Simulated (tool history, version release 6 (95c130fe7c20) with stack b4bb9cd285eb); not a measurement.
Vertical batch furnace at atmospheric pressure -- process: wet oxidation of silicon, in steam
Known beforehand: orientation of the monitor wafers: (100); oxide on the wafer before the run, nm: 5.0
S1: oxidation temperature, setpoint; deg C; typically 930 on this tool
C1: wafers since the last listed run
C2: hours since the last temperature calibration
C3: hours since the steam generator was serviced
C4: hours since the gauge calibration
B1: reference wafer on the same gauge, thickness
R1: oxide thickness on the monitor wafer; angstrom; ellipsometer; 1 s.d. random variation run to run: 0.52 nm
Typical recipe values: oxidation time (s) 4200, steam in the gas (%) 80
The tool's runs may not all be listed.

Run 1, hour 0: usual settings but oxidation time (s) 4950; C1 0; C2 2745.6; C3 3113.8; C4 161.5; B1 239.98. Result: R1 2329.1 angstrom.
Run 2, hour 24.1: usual settings but oxidation time (s) 4950; C1 186; C2 2769.7; C3 3137.9; C4 185.6; B1 240.08. Result: R1 2336.3 angstrom.
Run 3, hour 39.1: usual settings; C1 116; C2 2784.7; C3 3152.9; C4 200.6; B1 239.52. Result: R1 2047.8 angstrom.
Run 4, hour 55.1: usual settings; C1 123; C2 2800.7; C3 3168.9; C4 216.6; B1 239.54. Result: R1 2036.9 angstrom.
Run 5, hour 84.8: usual settings; C1 229; C2 2830.4; C3 3198.6; C4 246.3; B1 239.37. Result: R1 2031.3 angstrom.
Run 6, hour 108.2: usual settings; C1 181; C2 2853.8; C3 3222; C4 269.7; B1 239.32. Result: R1 2040.2 angstrom.
Run 7, hour 135.6: usual settings; C1 212; C2 2881.2; C3 3249.4; C4 297.1; B1 239.31. Result: R1 2028 angstrom.
Run 8, hour 155.7: usual settings; C1 155; C2 2901.3; C3 3269.5; C4 317.2; B1 239.07. Result: R1 2032.7 angstrom.
Run 9, hour 191.8: usual settings; C1 279; C2 2937.4; C3 3305.6; C4 353.3; B1 239.06. Result: R1 2027.3 angstrom.
At hour 233: thermocouples replaced and temperature profile calibrated.
Run 10, hour 233.5: usual settings but oxidation time (s) 3120; C1 136; C2 0.5; C3 3347.3; C4 395; B1 238.68. Result: R1 1587 angstrom.
Run 11, hour 238.5: usual settings; C1 38; C2 5.5; C3 3352.3; C4 400; B1 238.7. Result: R1 2018.7 angstrom.
Run 12, hour 245.8: usual settings but steam in the gas (%) 70; C1 56; C2 12.8; C3 3359.6; C4 407.3; B1 238.64. Result: R1 1819.4 angstrom.
At hour 277.2: steam generator serviced.
At hour 279.2: gauge calibrated.
Run 13, hour 280.7: usual settings but steam in the gas (%) 70; C1 84; C2 47.7; C3 3.5; C4 1.5; B1 242.61. Result: R1 1849.8 angstrom.
Run 14, hour 297.5: usual settings but S1 907 deg C; C1 130; C2 64.5; C3 20.3; C4 18.3; B1 242. Result: R1 1599.4 angstrom.
Run 15, hour 314: usual settings; C1 127; C2 81; C3 36.8; C4 34.8; B1 241.54. Result: R1 2053.4 angstrom.
Run 16, hour 326.4: usual settings but steam in the gas (%) 73; C1 95; C2 93.4; C3 49.2; C4 47.2; B1 241.29. Result: R1 1902.1 angstrom.
Run 17, hour 345.6: usual settings but oxidation time (s) 2670, steam in the gas (%) 73; C1 148; C2 112.6; C3 68.4; C4 66.4; B1 240.96. Result: R1 1292 angstrom.
Run 18, hour 376.6: usual settings but oxidation time (s) 2310, steam in the gas (%) 77; C1 239; C2 143.6; C3 99.4; C4 97.4; B1 240.62. Result: R1 1203.9 angstrom.
Run 19, hour 392.6: usual settings but S1 939 deg C, steam in the gas (%) 72; C1 123; C2 159.6; C3 115.4; C4 113.4; B1 240.31. Result: R1 2049.4 angstrom.
Run 20, hour 409: usual settings but oxidation time (s) 2700, steam in the gas (%) 74; C1 126; C2 176; C3 131.8; C4 129.8; B1 240.29. Result: R1 1330.5 angstrom.
Run 21, hour 428.8: usual settings but S1 950 deg C; C1 153; C2 195.8; C3 151.6; C4 149.6; B1 239.58. Result: R1 2484 angstrom.

Each row is a separate what-if for the run after 21, all from the same tool condition, not one after another. Results?
Run A, hour 433.9: usual settings; C1 39; C2 200.9; C3 156.7; C4 154.7; B1 ?. Result: R1 ?.
Run B, hour 433.9: usual settings but S1 920 deg C; C1 39; C2 200.9; C3 156.7; C4 154.7; B1 ?. Result: R1 ?.
Run C, hour 433.9: usual settings but S1 916 deg C; C1 39; C2 200.9; C3 156.7; C4 154.7; B1 ?. Result: R1 ?.
Run D, hour 433.9: usual settings but S1 938 deg C; C1 39; C2 200.9; C3 156.7; C4 154.7; B1 ?. Result: R1 ?.

run      B1      R1
  A  239.93  2051.1
  B  239.93  1846.8
  C  239.93  1766.8
  D  239.93  2222.2
Without the tool's unlogged condition, the same runs would have read:
run      R1
  A  2077.8
  B  1870.9
  C  1789.8
  D  2251.2
